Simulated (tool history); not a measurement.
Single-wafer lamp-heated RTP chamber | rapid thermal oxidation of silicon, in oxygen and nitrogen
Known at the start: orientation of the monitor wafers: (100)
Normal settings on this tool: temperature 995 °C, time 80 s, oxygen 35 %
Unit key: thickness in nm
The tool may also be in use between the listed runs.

run    hour  temperature  time  oxygen  read-back reference wafer on the same gauge, thickness  thickness
  1       0          995    80      47                                                   3.827      5.118
       36.9  -- gauge calibrated
  2    68.2          984    80      18                                                   3.825      3.595
  3   137.7          995    80      35                                                   3.831      4.704
      208.4  -- pyrometer window cleaned and pyrometer calibrated
  4   238.4          973    80      35                                                   3.829      4.052
  5   330.5          974    80      35                                                    3.83      4.039
  6   479.2          974    80      35                                                   3.835      4.031
  7   528.2          974    80      35                                                    3.84      4.028
  8   586.8          995    80      35                                                   3.834      4.673
      634.8  -- pyrometer window cleaned and pyrometer calibrated
  9   660.1          995    80      35                                                   3.828      4.644
 10   929.2          995    80      35                                                   3.833      4.656
     1062.7  -- pyrometer window cleaned and pyrometer calibrated
 11  1152.7          981    50      55                                                   3.828      4.027
 12    1258          995    80      35                                                    3.83       4.61
     1270.4  -- gauge calibrated
       1307  -- oxygen flow controller replaced
 13  1348.5          974    60      35                                                   3.834      3.639
 14  1444.3          995    46      46                                                    3.83      4.053
 15    1515          968    44      17                                                   3.831      2.788
 16  1584.4          995   112      20                                                   3.829      4.457
     1594.2  -- pyrometer window cleaned and pyrometer calibrated
 17  1673.3          980    80      17                                                   3.825      3.475
 18  1731.1         1012    99      27                                                   3.828      5.191
 19  1802.3          995    80      35                                                   3.831       4.61
 20  1896.6          995    80      18                                                   3.828      3.785

Each row is a separate what-if for the run after 20, all from the same tool condition, not one after another. Results?
  A  1897          995    80      17                                                       ?          ?
  B  1897          982   101      17                                                       ?          ?
  C  1897         1021   108      35                                                       ?          ?

run  read-back reference wafer on the same gauge, thickness  thickness
  A                                                   3.833       3.73
  B                                                   3.833      3.766
  C                                                   3.833      6.297
What these runs would have given with no unlogged condition in the tool:
run  thickness
  A       3.73
  B      3.766
  C      6.297

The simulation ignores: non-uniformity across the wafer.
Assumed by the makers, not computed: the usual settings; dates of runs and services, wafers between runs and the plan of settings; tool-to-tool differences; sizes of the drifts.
